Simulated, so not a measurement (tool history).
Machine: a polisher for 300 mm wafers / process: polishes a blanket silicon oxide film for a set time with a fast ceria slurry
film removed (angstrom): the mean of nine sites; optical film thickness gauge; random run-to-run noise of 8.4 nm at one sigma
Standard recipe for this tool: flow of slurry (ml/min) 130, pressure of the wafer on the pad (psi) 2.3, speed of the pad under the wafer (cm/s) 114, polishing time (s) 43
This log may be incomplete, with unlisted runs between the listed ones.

run	hour	flow of slurry (ml/min)	pressure of the wafer on the pad (psi)	speed of the pad under the wafer (cm/s)	polishing time (s)	incoming thickness of the incoming film, nm	film removed (angstrom)
1	0.0	115	2.3	114	33	1869.1	5152
2	23.9	130	2.3	114	39	1890.4	6369
3	46.7	130	2.3	114	39	1819.6	6446
4	78.7	130	2.3	114	39	1832.7	6241
5	92.4	130	2.3	114	43	1824.2	6862
6	118.5	130	2.3	114	43	1862.9	6949
7	132.1	130	2.3	114	43	1837.4	6825
8	166.2	130	2.3	114	43	1833.7	6729
9	180.3	130	2.3	114	43	1855.0	6754
10	194.7	130	2.3	114	43	1864.2	6722
11	216.9	130	2.3	114	43	1845.9	7446
12	237.0	130	2.3	114	43	1847.2	7333
13	252.2	130	2.3	114	43	1836.2	7529
14	282.4	130	2.3	114	43	1858.1	7391
15	314.6	130	2.3	154	53	1840.9	12253
16	340.9	130	2.3	114	43	1867.7	7430
17	372.2	100	2.6	114	38	1823.5	6875
18	407.3	130	2.3	114	48	1854.1	8146
19	424.7	130	1.8	136	47	1872.0	7892
20	478.7	130	1.9	104	43	1848.9	5612
21	542.6	115	1.7	152	34	1889.3	5758
22	578.1	130	2.3	114	43	1825.7	7303
23	601.0	130	2.0	138	29	1854.1	5344
24	636.3	130	2.3	98	43	1830.9	6222
25	656.5	130	2.0	138	29	1844.0	5208
26	677.0	130	2.3	114	43	1819.0	7173
27	705.6	160	1.6	100	48	1812.8	5510
28	725.4	95	2.0	96	39	1870.2	4379
29	759.4	170	3.0	114	35	1841.2	7750
30	792.5	130	2.3	114	43	1848.2	7015
31	826.6	150	2.5	114	43	1872.2	7723
32	857.0	95	2.9	144	49	1872.2	11236
33	891.3	130	1.8	114	43	1855.2	5703
34	922.3	130	2.3	114	43	1873.5	6954
35	938.9	130	2.3	114	43	1864.1	6937
36	951.1	130	2.3	114	43	1835.8	6913
37	965.7	165	2.1	88	43	1853.4	5328
38	983.1	120	2.6	114	43	1860.8	7525

Not shown here: 6 entries made in the log between runs. Locate each between two listed runs and compare the hidden state at the listed run before it with the hidden state at the listed run after it:
After run 8, before run 9: worn pad replaced by a new one (hour 178.1)
  slurry flow missing at the pad, %: 32.1 -> 32.6
  measured less the result without the state, film removed (angstrom): -707 -> -728
After run 10, before run 11: slurry nozzle cleaned (hour 211.4)
  slurry flow missing at the pad, %: 33.2 -> 1.02
  measured less the result without the state, film removed (angstrom): -742 -> -16
After run 19, before run 20: worn pad replaced by a new one (hour 446.8); head pressure recalibrated (hour 465.5)
  slurry flow missing at the pad, %: 8.54 -> 10.5
  measured less the result without the state, film removed (angstrom): -156 -> -140
After run 26, before run 27: worn pad replaced by a new one (hour 702.8)
  slurry flow missing at the pad, %: 17.7 -> 18.7
  measured less the result without the state, film removed (angstrom): -331 -> -223
After run 36, before run 37: worn pad replaced by a new one (hour 955.2)
  slurry flow missing at the pad, %: 27.6 -> 28.1
  measured less the result without the state, film removed (angstrom): -577 -> -361
